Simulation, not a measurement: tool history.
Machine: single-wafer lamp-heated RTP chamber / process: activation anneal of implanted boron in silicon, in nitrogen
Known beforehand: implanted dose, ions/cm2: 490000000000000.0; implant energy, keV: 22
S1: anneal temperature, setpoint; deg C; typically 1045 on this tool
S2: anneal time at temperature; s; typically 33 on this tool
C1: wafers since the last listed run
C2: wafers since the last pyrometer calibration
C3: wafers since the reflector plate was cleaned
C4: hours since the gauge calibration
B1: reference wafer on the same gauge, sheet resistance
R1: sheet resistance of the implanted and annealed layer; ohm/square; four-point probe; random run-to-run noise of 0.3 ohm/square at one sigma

run    hour    S1  S2    C1    C2     C3     C4      B1      R1
  1       0  1045  33     0  6315   2543    534  216.98  202.93
  2    27.5  1045  33   511  6826   3054  561.5  217.11  203.15
  3    90.2  1045  33  1165  7991   4219  624.2  216.95  203.61
      111.7  -- pyrometer window cleaned and pyrometer calibrated
  4   140.2  1045  33   780   529   5000  674.2  217.07  203.32
  5   180.4  1045  33   747  1276   5747  714.4  217.08  203.67
  6   244.1  1045  33  1183  2459   6930  778.1     217  203.81
  7   268.5  1045  33   453  2913   7384  802.5  217.06  203.05
  8   332.2  1045  33  1183  4097   8567  866.2  216.98  203.19
      405.6  -- gauge calibrated
  9     510  1045  33  3303  7401  11871  104.4  216.92  203.65
      537.6  -- pyrometer window cleaned and pyrometer calibrated
 10   566.5  1045  33   901   537  12773  160.9  217.02  202.79
      586.2  -- reflector plate cleaned
 11   598.5  1045  33   445   983    228  192.9  216.88  202.65
 12   636.9  1045  33   713  1696    941  231.3  217.15  203.56
 13     704  1045  15  1246  2943   2188  298.4  216.99  204.79
 14   739.5  1029  15   659  3603   2848  333.9  216.98   206.8
 15   784.3  1034  14   832  4435   3680  378.7  216.94   206.1
 16   840.3  1033  47  1040  5476   4721  434.7  217.01  203.08
 17   871.2  1045  33   574  6050   5295  465.6  217.03  203.28
 18   896.6  1061  20   471  6522   5767    491  217.07  203.55
 19     924  1035  53   509  7031   6276  518.4  216.87  202.21
 20   955.2  1045  15   579  7611   6856  549.6  216.93  204.78
        972  -- pyrometer window cleaned and pyrometer calibrated
 21  1006.9  1045  33   812   648   7668  601.3  216.82  203.04
 22  1057.3  1033  26   936  1584   8605  651.7     217  204.37
 23  1091.4  1035  53   633  2218   9238  685.8  217.06  202.33
 24  1154.2  1067  24  1166  3385  10405  748.6  216.98  202.11
       1217  -- reflector plate cleaned
 25  1222.2  1034  41  1114  4500     97  816.6  216.87  203.44

Branching from run 25: 4 alternative next runs. What would each branch give?
  A  1222.6  1045  14   7  4507  104  817   ?   ?
  B  1222.6  1029  26   7  4507  104  817   ?   ?
  C  1222.6  1032  49   7  4507  104  817   ?   ?
  D  1222.6  1071  33   7  4507  104  817   ?   ?

run      B1      R1
  A  216.89  205.47
  B  216.89  205.53
  C  216.89  203.39
  D  216.89  201.52
With no hidden state in the tool, these same runs would have given:
run      R1
  A  205.47
  B  205.53
  C  203.39
  D  201.52
